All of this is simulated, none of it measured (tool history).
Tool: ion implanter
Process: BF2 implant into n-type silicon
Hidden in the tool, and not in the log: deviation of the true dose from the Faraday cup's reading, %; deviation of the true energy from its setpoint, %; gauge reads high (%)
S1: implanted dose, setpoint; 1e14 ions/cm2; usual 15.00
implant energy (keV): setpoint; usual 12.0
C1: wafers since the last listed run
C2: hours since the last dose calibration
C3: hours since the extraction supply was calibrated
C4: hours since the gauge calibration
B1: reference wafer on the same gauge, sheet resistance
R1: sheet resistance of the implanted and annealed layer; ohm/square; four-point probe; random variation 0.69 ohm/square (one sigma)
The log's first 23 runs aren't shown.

run 24 hour=1763.9 | S1=12.71 implant_energy_(keV)=12.0 | C1=2039 C2=321.1 C3=85.1 C4=1169.1 | B1=206.69 | R1=191.57
run 25 hour=1833.0 | S1=16.45 implant_energy_(keV)=12.0 | C1=1665 C2=390.2 C3=154.2 C4=1238.2 | B1=206.67 | R1=184.13
run 26 hour=1898.3 | S1=16.76 implant_energy_(keV)=8.0 | C1=1574 C2=455.5 C3=219.5 C4=1303.5 | B1=206.45 | R1=203.01
run 27 hour=1990.0 | S1=11.25 implant_energy_(keV)=10.5 | C1=2210 C2=547.2 C3=311.2 C4=1395.2 | B1=206.10 | R1=205.02
run 28 hour=2050.0 | S1=11.48 implant_energy_(keV)=15.5 | C1=1446 C2=607.2 C3=371.2 C4=1455.2 | B1=206.07 | R1=182.36
run 29 hour=2158.0 | S1=18.48 implant_energy_(keV)=9.0 | C1=2603 C2=715.2 C3=479.2 C4=1563.2 | B1=205.58 | R1=195.61
run 30 hour=2255.6 | S1=16.98 implant_energy_(keV)=12.0 | C1=2352 C2=812.8 C3=576.8 C4=1660.8 | B1=205.33 | R1=181.50
run 31 hour=2354.5 | S1=16.19 implant_energy_(keV)=15.5 | C1=2383 C2=911.7 C3=675.7 C4=1759.7 | B1=204.86 | R1=167.72
run 32 hour=2446.6 | S1=15.00 implant_energy_(keV)=12.0 | C1=2220 C2=1003.8 C3=767.8 C4=1851.8 | B1=204.54 | R1=183.71
run 33 hour=2491.7 | S1=15.00 implant_energy_(keV)=12.0 | C1=1087 C2=1048.9 C3=812.9 C4=1896.9 | B1=204.46 | R1=184.35
run 34 hour=2541.7 | S1=10.84 implant_energy_(keV)=9.0 | C1=1205 C2=1098.9 C3=862.9 C4=1946.9 | B1=204.41 | R1=213.74
run 35 hour=2602.1 | S1=15.00 implant_energy_(keV)=13.5 | C1=1455 C2=1159.3 C3=923.3 C4=2007.3 | B1=204.31 | R1=177.68
run 36 hour=2705.4 | S1=18.41 implant_energy_(keV)=12.0 | C1=2489 C2=1262.6 C3=1026.6 C4=2110.6 | B1=203.67 | R1=178.21

Forecast each of these 5 alternatives for the next run:
run A hour=2705.8 | S1=15.00 implant_energy_(keV)=12.0 | C1=9 C2=1263.0 C3=1027.0 C4=2111.0 | B1=? | R1=?
run B hour=2705.8 | S1=19.06 implant_energy_(keV)=13.5 | C1=9 C2=1263.0 C3=1027.0 C4=2111.0 | B1=? | R1=?
run C hour=2705.8 | S1=16.91 implant_energy_(keV)=9.5 | C1=9 C2=1263.0 C3=1027.0 C4=2111.0 | B1=? | R1=?
run D hour=2705.8 | S1=13.86 implant_energy_(keV)=14.0 | C1=9 C2=1263.0 C3=1027.0 C4=2111.0 | B1=? | R1=?
run E hour=2705.8 | S1=13.34 implant_energy_(keV)=12.0 | C1=9 C2=1263.0 C3=1027.0 C4=2111.0 | B1=? | R1=?

run=A B1=203.83 R1=183.26
run=B B1=203.83 R1=172.33
run=C B1=203.83 R1=191.95
run=D B1=203.83 R1=177.75
run=E B1=203.83 R1=187.35
Without the tool's hidden state the same runs would have given:
run=A R1=187.15
run=B R1=175.98
run=C R1=196.02
run=D R1=181.52
run=E R1=191.33

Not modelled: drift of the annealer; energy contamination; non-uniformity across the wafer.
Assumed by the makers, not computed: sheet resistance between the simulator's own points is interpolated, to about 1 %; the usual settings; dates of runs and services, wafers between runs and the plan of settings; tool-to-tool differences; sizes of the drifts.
